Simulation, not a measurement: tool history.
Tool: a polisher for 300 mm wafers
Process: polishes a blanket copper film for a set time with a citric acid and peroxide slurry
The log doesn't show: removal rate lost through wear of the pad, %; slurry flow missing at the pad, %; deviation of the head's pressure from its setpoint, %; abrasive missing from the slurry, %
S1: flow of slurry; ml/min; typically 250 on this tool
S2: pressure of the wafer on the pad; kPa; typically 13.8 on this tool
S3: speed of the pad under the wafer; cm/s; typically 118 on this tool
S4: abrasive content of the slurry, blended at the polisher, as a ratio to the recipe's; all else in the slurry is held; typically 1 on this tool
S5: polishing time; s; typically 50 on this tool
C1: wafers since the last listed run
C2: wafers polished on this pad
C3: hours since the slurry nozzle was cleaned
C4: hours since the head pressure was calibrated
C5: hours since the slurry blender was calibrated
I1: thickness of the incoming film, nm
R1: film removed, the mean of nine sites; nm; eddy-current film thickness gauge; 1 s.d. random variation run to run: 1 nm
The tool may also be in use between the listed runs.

Run 1, day 0: usual settings; C1 0; C2 1853; C3 186.4; C4 192.2; C5 274.5; I1 554.6. Result: R1 69.8 nm.
Run 2, day 1.512: usual settings; C1 459; C2 2312; C3 222.7; C4 228.5; C5 310.8; I1 558.2. Result: R1 70.1 nm.
Run 3, day 3.575: usual settings; C1 625; C2 2938; C3 272.2; C4 278; C5 360.3; I1 560.5. Result: R1 71.9 nm.
Run 4, day 5.533: usual settings; C1 594; C2 3532; C3 319.2; C4 325; C5 407.3; I1 564.6. Result: R1 69.2 nm.
Run 5, day 7.179: usual settings; C1 499; C2 4032; C3 358.7; C4 364.5; C5 446.8; I1 560.4. Result: R1 68.5 nm.
At day 8.867: slurry blender recalibrated.
Run 6, day 11.55: usual settings; C1 1301; C2 5333; C3 463.6; C4 469.4; C5 64.4; I1 561.9. Result: R1 65.3 nm.
Run 7, day 13.379: usual settings; C1 555; C2 5888; C3 507.5; C4 513.3; C5 108.3; I1 569.7. Result: R1 65.8 nm.
At day 16.35: worn pad replaced by a new one.
Run 8, day 17.854: usual settings but S1 270 ml/min; C1 1307; C2 456; C3 614.9; C4 620.7; C5 215.7; I1 561.7. Result: R1 74.4 nm.
At day 18.362: slurry nozzle cleaned.
Run 9, day 21.958: usual settings but S1 270 ml/min; C1 1232; C2 1689; C3 86.3; C4 719.2; C5 314.2; I1 569.4. Result: R1 73.1 nm.
Run 10, day 26.275: usual settings but S1 270 ml/min; C1 1310; C2 2999; C3 189.9; C4 822.8; C5 417.8; I1 561.1. Result: R1 71.7 nm.
Run 11, day 28.725: usual settings; C1 743; C2 3742; C3 248.7; C4 881.6; C5 476.6; I1 556.1. Result: R1 68.4 nm.
At day 31.754: slurry blender recalibrated.
Run 12, day 32.029: usual settings; C1 977; C2 4720; C3 328; C4 960.9; C5 6.6; I1 560.4. Result: R1 67 nm.
At day 34: head pressure recalibrated.
At day 35.512: worn pad replaced by a new one.
Run 13, day 35.533: usual settings but S5 55 s; C1 987; C2 6; C3 412.1; C4 36.8; C5 90.7; I1 558.7. Result: R1 81.1 nm.
Run 14, day 38.121: usual settings but S1 315 ml/min, S2 10.3 kPa, S4 0.7; C1 785; C2 791; C3 474.2; C4 98.9; C5 152.8; I1 561.8. Result: R1 52.8 nm.
Run 15, day 40.408: usual settings but S2 15.2 kPa, S4 0.7, S5 45 s; C1 694; C2 1485; C3 529.1; C4 153.8; C5 207.7; I1 557.2. Result: R1 65 nm.
At day 42.092: slurry nozzle cleaned.
Run 16, day 42.6: usual settings but S2 17.2 kPa, S3 88 cm/s, S4 0.8, S5 42 s; C1 652; C2 2138; C3 12.2; C4 206.4; C5 260.3; I1 558. Result: R1 51.1 nm.
Run 17, day 46.283: usual settings but S3 142 cm/s, S5 57 s; C1 1117; C2 3255; C3 100.6; C4 294.8; C5 348.7; I1 549.8. Result: R1 94.3 nm.
Run 18, day 49.629: usual settings but S1 310 ml/min; C1 1015; C2 4271; C3 180.9; C4 375.1; C5 429; I1 561.4. Result: R1 69.5 nm.

What does the tool deliver on the next run?
At day 50.975: slurry blender recalibrated.
Run 19, day 51.308: usual settings but S4 0.85; C1 484; C2 4755; C3 221.2; C4 415.4; C5 8; I1 559.5. Result: R1 ?.

R1: 64.1 nm
Minus the tool's unlogged condition, the same run would have read R1 70.9 nm.
